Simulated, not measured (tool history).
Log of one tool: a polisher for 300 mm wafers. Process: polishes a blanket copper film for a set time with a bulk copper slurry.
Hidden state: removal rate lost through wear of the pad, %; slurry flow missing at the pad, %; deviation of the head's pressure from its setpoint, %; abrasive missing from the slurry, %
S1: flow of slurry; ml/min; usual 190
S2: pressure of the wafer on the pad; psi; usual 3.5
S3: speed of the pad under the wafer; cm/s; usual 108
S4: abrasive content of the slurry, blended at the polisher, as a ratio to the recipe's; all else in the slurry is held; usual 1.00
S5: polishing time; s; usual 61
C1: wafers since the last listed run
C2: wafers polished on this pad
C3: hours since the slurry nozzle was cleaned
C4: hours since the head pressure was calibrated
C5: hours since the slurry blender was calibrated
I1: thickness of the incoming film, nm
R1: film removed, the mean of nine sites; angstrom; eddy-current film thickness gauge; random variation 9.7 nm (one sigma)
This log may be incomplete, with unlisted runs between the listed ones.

run	hour	S1	S2	S3	S4	S5	C1	C2	C3	C4	C5	I1	R1
1	0.0	190	3.5	108	1.10	61	0	828	398.1	247.3	80.7	2125.6	9876
2	77.6	190	3.5	108	1.10	61	1144	1972	475.7	324.9	158.3	2088.4	10277
# hour 90.6: slurry blender recalibrated
# hour 108.9: worn pad replaced by a new one
3	109.4	190	3.5	108	1.10	61	380	7	507.5	356.7	18.8	2103.2	10228
4	123.4	190	3.9	108	1.20	61	206	214	521.5	370.7	32.8	2102.1	11284
5	222.4	190	3.9	108	1.20	61	1459	1673	620.5	469.7	131.8	2083.4	11306
6	253.9	190	3.5	108	1.00	61	464	2138	652.0	501.2	163.3	2096.6	9967
7	266.4	190	3.5	108	1.00	61	184	2322	664.5	513.7	175.8	2085.6	10139
# hour 274.3: worn pad replaced by a new one
8	278.8	190	3.5	108	1.00	61	123	66	676.9	526.1	188.2	2108.5	9992
# hour 282.4: slurry blender recalibrated
9	297.2	190	3.5	108	1.00	61	241	308	695.3	544.5	14.8	2119.0	10070
10	315.1	155	3.5	82	1.00	61	263	572	713.2	562.4	32.7	2099.9	7713
11	345.6	190	3.5	108	1.00	61	449	1021	743.7	592.9	63.2	2096.3	10054
12	360.0	225	4.0	108	1.00	61	212	1233	758.1	607.3	77.6	2087.7	11958
# hour 422.5: worn pad replaced by a new one
13	423.0	225	4.0	108	1.00	61	869	7	821.1	670.3	140.6	2089.6	11928
14	464.4	190	3.5	120	1.00	56	610	617	862.5	711.7	182.0	2120.5	10255
# hour 472.6: slurry blender recalibrated
15	479.2	190	3.5	108	1.00	61	188	806	877.3	726.5	6.6	2082.5	10172
16	512.6	190	3.5	126	1.00	81	492	1298	910.7	759.9	40.0	2100.1	15600
# hour 535.4: slurry nozzle cleaned
17	540.7	225	3.5	136	1.00	61	399	1698	5.3	788.0	68.1	2134.5	12924
18	570.8	190	2.6	108	1.00	54	443	2142	35.4	818.1	98.2	2107.3	6621
# hour 577.6: worn pad replaced by a new one
# hour 590.7: head pressure recalibrated
19	602.7	190	3.5	82	1.00	61	381	340	67.3	12.0	130.1	2098.5	7468
20	640.5	190	3.0	84	1.00	50	557	898	105.1	49.8	167.9	2090.9	5491
# hour 653.7: slurry blender recalibrated
21	669.5	190	3.5	108	1.00	61	398	1296	134.1	78.8	15.8	2133.8	9893
22	693.8	190	3.5	108	0.90	49	358	1654	158.4	103.1	40.1	2116.7	7890
23	717.3	190	3.5	108	1.00	61	346	2000	181.9	126.6	63.6	2087.4	9824
24	743.6	245	3.5	108	0.80	61	387	2388	208.2	152.9	89.9	2126.6	9911
# hour 765.1: worn pad replaced by a new one
25	765.6	190	3.5	108	1.00	61	265	7	230.2	174.9	111.9	2123.4	9819
26	791.4	190	3.0	108	1.00	82	380	387	256.0	200.7	137.7	2102.8	11553
27	807.1	190	2.7	76	1.25	61	231	618	271.7	216.4	153.4	2117.7	6062
# hour 827.9: slurry blender recalibrated
28	841.4	245	3.5	108	0.80	61	476	1095	306.0	250.7	13.5	2110.9	10033

For each run, what was the tool's unlogged condition?
removal rate lost through wear of the pad, %: 0 in every run
slurry flow missing at the pad, %: 0 in every run
abrasive missing from the slurry, %: 0 in every run
H1: deviation of the head's pressure from its setpoint, %
run	H1
1	6.61
2	7.86
3	8.27
4	8.44
5	9.37
6	9.6
7	9.68
8	9.76
9	9.87
10	9.96
11	10.1
12	10.2
13	10.4
14	10.6
15	10.6
16	10.7
17	10.7
18	10.8
19	2.46
20	4.16
21	5.3
22	6.16
23	6.92
24	7.68
25	8.26
26	8.87
27	9.22
28	9.9
